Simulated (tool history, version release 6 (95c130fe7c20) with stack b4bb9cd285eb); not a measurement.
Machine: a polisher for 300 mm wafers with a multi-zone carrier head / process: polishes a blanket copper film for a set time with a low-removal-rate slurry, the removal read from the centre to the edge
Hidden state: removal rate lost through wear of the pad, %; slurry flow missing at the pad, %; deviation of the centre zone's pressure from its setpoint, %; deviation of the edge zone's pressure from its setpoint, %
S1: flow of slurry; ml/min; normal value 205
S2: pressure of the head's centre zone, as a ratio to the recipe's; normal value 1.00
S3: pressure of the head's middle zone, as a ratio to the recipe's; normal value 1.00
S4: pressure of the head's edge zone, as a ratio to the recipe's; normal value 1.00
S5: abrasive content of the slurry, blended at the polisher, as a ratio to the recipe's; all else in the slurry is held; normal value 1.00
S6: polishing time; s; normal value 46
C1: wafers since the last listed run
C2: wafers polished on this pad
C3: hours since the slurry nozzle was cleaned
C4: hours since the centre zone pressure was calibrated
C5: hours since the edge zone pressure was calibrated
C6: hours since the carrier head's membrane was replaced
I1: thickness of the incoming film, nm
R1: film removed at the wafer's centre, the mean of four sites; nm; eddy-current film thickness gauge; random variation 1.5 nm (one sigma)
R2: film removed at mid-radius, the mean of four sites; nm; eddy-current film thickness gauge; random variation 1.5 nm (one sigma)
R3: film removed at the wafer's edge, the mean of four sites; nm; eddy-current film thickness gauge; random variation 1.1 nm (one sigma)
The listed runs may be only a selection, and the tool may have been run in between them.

run	hour	S1	S2	S3	S4	S5	S6	C1	C2	C3	C4	C5	C6	I1	R1	R2	R3
1	0.0	205	1.00	1.00	1.00	1.00	46	0	2031	208.1	223.6	14.5	18.7	1462.2	100.0	99.9	99.1
2	26.5	205	1.00	1.00	1.03	1.00	46	378	2409	234.6	250.1	41.0	45.2	1491.4	98.8	98.9	97.9
3	49.1	205	1.00	1.00	1.00	1.00	46	322	2732	257.2	272.7	63.6	67.8	1470.5	96.3	95.7	98.1
# hour 57.0: worn pad replaced by a new one
4	74.6	205	1.00	1.00	1.00	1.00	46	306	251	282.7	298.2	89.1	93.3	1498.6	91.9	94.0	97.2
# hour 130.8: slurry nozzle cleaned
5	145.7	240	1.07	0.96	1.00	1.25	46	1000	1251	14.9	369.3	160.2	164.4	1473.3	115.8	105.7	106.3
6	173.6	205	1.00	1.00	1.00	1.00	46	398	1650	42.8	397.2	188.1	192.3	1491.5	101.6	100.5	103.0
7	188.7	205	1.00	0.97	1.00	1.00	46	215	1865	57.9	412.3	203.2	207.4	1475.0	101.6	99.8	102.1
8	220.5	205	1.05	1.00	1.00	0.85	46	453	2319	89.7	444.1	235.0	239.2	1467.0	101.8	102.0	99.8
9	245.3	205	0.93	1.00	1.07	1.00	51	354	2673	114.5	468.9	259.8	264.0	1483.0	103.2	109.5	116.4
10	264.1	205	1.00	1.00	1.00	1.00	46	268	2942	133.3	487.7	278.6	282.8	1476.5	102.4	101.4	101.6
# hour 293.8: worn pad replaced by a new one
11	294.1	205	1.10	1.00	1.00	1.00	46	371	4	163.3	517.7	308.6	312.8	1488.3	111.6	97.9	99.8
12	315.3	140	1.00	1.00	1.06	1.00	46	302	307	184.5	538.9	329.8	334.0	1463.3	93.1	94.0	98.7
13	345.4	160	1.00	1.11	1.00	1.15	46	429	736	214.6	569.0	359.9	364.1	1489.3	94.2	105.4	97.3
14	357.7	205	1.00	1.00	1.00	1.00	46	175	912	226.9	581.3	372.2	376.4	1469.6	99.5	95.8	100.0
15	391.2	205	1.00	1.00	1.03	1.00	46	478	1390	260.4	614.8	405.7	409.9	1506.3	93.3	96.0	98.7
16	418.1	205	1.00	0.91	1.00	0.85	34	384	1774	287.3	641.7	432.6	436.8	1463.9	67.8	64.3	70.3
# hour 432.7: slurry nozzle cleaned
17	447.3	265	1.00	1.00	1.00	1.00	53	402	2177	14.6	670.9	461.8	466.0	1487.9	120.2	121.5	121.1
18	480.4	255	1.00	1.08	1.00	0.75	34	472	2649	47.7	704.0	494.9	499.1	1471.9	73.8	78.3	74.8
19	494.4	170	1.00	1.11	1.00	1.00	46	199	2849	61.7	718.0	508.9	513.1	1468.5	98.0	106.8	100.3
# hour 511.5: worn pad replaced by a new one
20	512.0	205	1.00	1.06	1.00	1.00	46	194	7	79.3	735.6	526.5	530.7	1451.5	99.9	104.7	101.8
21	529.4	205	1.11	1.00	1.00	0.75	46	248	255	96.7	753.0	543.9	548.1	1478.8	109.1	99.0	100.3
22	552.2	205	0.91	0.94	1.11	1.00	60	325	581	119.5	775.8	566.7	570.9	1465.0	120.4	121.7	138.8

Entry by entry between the runs, the difference in hidden state between the last listed run before and the first listed run after:
In the gap between runs 3 and 4: worn pad replaced by a new one (hour 57.0)
  slurry flow missing at the pad, %: 32.1 -> 38.2
  measured less the result without the state, R1: -6.9 -> -8.5 nm; R2: -6.0 -> -7.7 nm; R3: -4.5 -> -5.7 nm
In the gap between runs 4 and 5: slurry nozzle cleaned (hour 130.8)
  slurry flow missing at the pad, %: 38.2 -> 3.46
  measured less the result without the state, R1: -8.5 -> -0.6 nm; R2: -7.7 -> -0.5 nm; R3: -5.7 -> -0.4 nm
In the gap between runs 10 and 11: worn pad replaced by a new one (hour 293.8)
  slurry flow missing at the pad, %: 11.2 -> 15.1
  measured less the result without the state, R1: -1.9 -> -2.9 nm; R2: -1.7 -> -2.3 nm; R3: -1.3 -> -1.8 nm
In the gap between runs 16 and 17: slurry nozzle cleaned (hour 432.7)
  slurry flow missing at the pad, %: 39.6 -> 6.6
  measured less the result without the state, R1: -6.7 -> -1.0 nm; R2: -5.7 -> -0.9 nm; R3: -4.4 -> -0.7 nm
In the gap between runs 19 and 20: worn pad replaced by a new one (hour 511.5)
  slurry flow missing at the pad, %: 8.18 -> 9.27
  measured less the result without the state, R1: -1.5 -> -1.5 nm; R2: -1.5 -> -1.4 nm; R3: -1.1 -> -1.0 nm
